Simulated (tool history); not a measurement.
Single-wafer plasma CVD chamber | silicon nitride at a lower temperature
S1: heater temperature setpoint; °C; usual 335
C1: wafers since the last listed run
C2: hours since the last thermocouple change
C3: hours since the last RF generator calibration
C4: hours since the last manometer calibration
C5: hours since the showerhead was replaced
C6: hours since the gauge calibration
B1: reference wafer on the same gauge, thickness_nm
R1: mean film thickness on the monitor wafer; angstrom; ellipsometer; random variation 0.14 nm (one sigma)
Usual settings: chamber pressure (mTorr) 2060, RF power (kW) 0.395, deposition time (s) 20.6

Run 1, day 0: usual settings; C1 0; C2 2434.1; C3 1906.4; C4 1278.4; C5 6731.7; C6 275.8; B1 35.537. Result: R1 344.56 angstrom.
Run 2, day 2.083: usual settings but S1 344 °C; C1 758; C2 2484.1; C3 1956.4; C4 1328.4; C5 6781.7; C6 325.8; B1 35.56. Result: R1 341.75 angstrom.
Run 3, day 3.979: usual settings but S1 344 °C; C1 689; C2 2529.6; C3 2001.9; C4 1373.9; C5 6827.2; C6 371.3; B1 35.601. Result: R1 342.19 angstrom.
Run 4, day 6.029: usual settings but S1 344 °C; C1 746; C2 2578.8; C3 2051.1; C4 1423.1; C5 6876.4; C6 420.5; B1 35.596. Result: R1 344.6 angstrom.
Run 5, day 7.721: usual settings; C1 615; C2 2619.4; C3 2091.7; C4 1463.7; C5 6917; C6 461.1; B1 35.686. Result: R1 346.21 angstrom.
At day 10.479: showerhead replaced.
Run 6, day 12.317: usual settings; C1 1551; C2 2729.7; C3 2202; C4 1574; C5 44.1; C6 571.4; B1 35.865. Result: R1 345.8 angstrom.
At day 14.067: capacitance manometer re-zeroed and calibrated.
At day 14.121: gauge calibrated.
Run 7, day 14.729: usual settings; C1 756; C2 2787.6; C3 2259.9; C4 15.9; C5 102; C6 14.6; B1 35.032. Result: R1 339.59 angstrom.
Run 8, day 16.038: usual settings; C1 476; C2 2819; C3 2291.3; C4 47.3; C5 133.4; C6 46; B1 35.093. Result: R1 337.9 angstrom.
Run 9, day 17.6: usual settings; C1 568; C2 2856.5; C3 2328.8; C4 84.8; C5 170.9; C6 83.5; B1 35.156. Result: R1 338.95 angstrom.
Run 10, day 19.658: usual settings but S1 342 °C, chamber pressure (mTorr) 2370, deposition time (s) 23.1; C1 749; C2 2905.9; C3 2378.2; C4 134.2; C5 220.3; C6 132.9; B1 35.247. Result: R1 392.1 angstrom.
Run 11, day 21.442: usual settings; C1 648; C2 2948.7; C3 2421; C4 177; C5 263.1; C6 175.7; B1 35.275. Result: R1 340.48 angstrom.
Run 12, day 22.708: usual settings but chamber pressure (mTorr) 1600; C1 460; C2 2979.1; C3 2451.4; C4 207.4; C5 293.5; C6 206.1; B1 35.347. Result: R1 320.31 angstrom.
At day 23.438: RF generator calibrated.
Run 13, day 25.692: usual settings but S1 341 °C, deposition time (s) 23.1; C1 964; C2 3050.7; C3 54.1; C4 279; C5 365.1; C6 277.7; B1 35.401. Result: R1 383.06 angstrom.
At day 26.479: thermocouple changed; heater temperature recalibrated.
Run 14, day 26.888: usual settings but S1 326 °C, chamber pressure (mTorr) 1600, RF power (kW) 0.47; C1 313; C2 9.8; C3 82.8; C4 307.7; C5 393.8; C6 306.4; B1 35.458. Result: R1 360.13 angstrom.

The next listed run, before its measurement:
Run 15, day 28.254: usual settings but RF power (kW) 0.325; C1 497; C2 42.6; C3 115.6; C4 340.5; C5 426.6; C6 339.2; B1 ?. Result: R1 ?.

B1: 35.479
R1: 296.86 angstrom
Without the tool's hidden state the same run would have given R1 293.53 angstrom.
